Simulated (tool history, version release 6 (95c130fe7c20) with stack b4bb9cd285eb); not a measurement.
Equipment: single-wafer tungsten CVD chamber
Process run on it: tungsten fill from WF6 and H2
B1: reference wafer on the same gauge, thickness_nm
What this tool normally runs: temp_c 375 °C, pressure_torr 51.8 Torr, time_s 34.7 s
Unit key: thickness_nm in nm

Run 1, hour 0.0: usual settings; B1 82.761. Result: thickness_nm 80.198 nm.
Run 2, hour 23.3: usual settings but time_s 31.0 s; B1 82.711. Result: thickness_nm 71.283 nm.
Run 3, hour 40.4: usual settings but time_s 31.0 s; B1 82.735. Result: thickness_nm 71.239 nm.
Run 4, hour 76.1: usual settings but time_s 31.0 s; B1 82.731. Result: thickness_nm 71.106 nm.
Run 5, hour 108.1: usual settings but time_s 38.0 s; B1 82.607. Result: thickness_nm 87.550 nm.
Run 6, hour 132.3: usual settings but time_s 38.0 s; B1 82.744. Result: thickness_nm 87.843 nm.
Run 7, hour 167.9: usual settings but time_s 38.0 s; B1 82.744. Result: thickness_nm 87.313 nm.
Run 8, hour 199.4: usual settings; B1 82.658. Result: thickness_nm 79.484 nm.
Run 9, hour 218.7: usual settings but temp_c 364 °C, pressure_torr 58.5 Torr; B1 82.663. Result: thickness_nm 68.981 nm.
Run 10, hour 247.2: usual settings but time_s 39.7 s; B1 82.718. Result: thickness_nm 91.756 nm.
Run 11, hour 265.5: usual settings but temp_c 384 °C, pressure_torr 61.8 Torr; B1 82.638. Result: thickness_nm 102.744 nm.
Run 12, hour 292.5: usual settings but temp_c 384 °C, pressure_torr 61.8 Torr; B1 82.664. Result: thickness_nm 102.315 nm.
Run 13, hour 313.7: usual settings; B1 82.680. Result: thickness_nm 79.549 nm.
Run 14, hour 343.9: usual settings but temp_c 362 °C; B1 82.690. Result: thickness_nm 62.828 nm.
Run 15, hour 372.9: usual settings; B1 82.729. Result: thickness_nm 79.709 nm.
Run 16, hour 404.5: usual settings but pressure_torr 44.5 Torr, time_s 31.3 s; B1 82.698. Result: thickness_nm 67.158 nm.

The log once held 4 entries between its listed runs, left out of this copy. Where does each go, and what is different about the tool's unlogged condition between the listed run before it and the listed run after it?
In the gap between runs 5 and 6: showerhead replaced (hour 126.5)
  the hidden state is the same at both runs
In the gap between runs 8 and 9: gauge calibrated (hour 218.1)
  the hidden state is the same at both runs
In the gap between runs 12 and 13: thermocouple changed; heater temperature recalibrated (hour 306.2); capacitance manometer re-zeroed and calibrated (hour 307.8)
  the hidden state is the same at both runs

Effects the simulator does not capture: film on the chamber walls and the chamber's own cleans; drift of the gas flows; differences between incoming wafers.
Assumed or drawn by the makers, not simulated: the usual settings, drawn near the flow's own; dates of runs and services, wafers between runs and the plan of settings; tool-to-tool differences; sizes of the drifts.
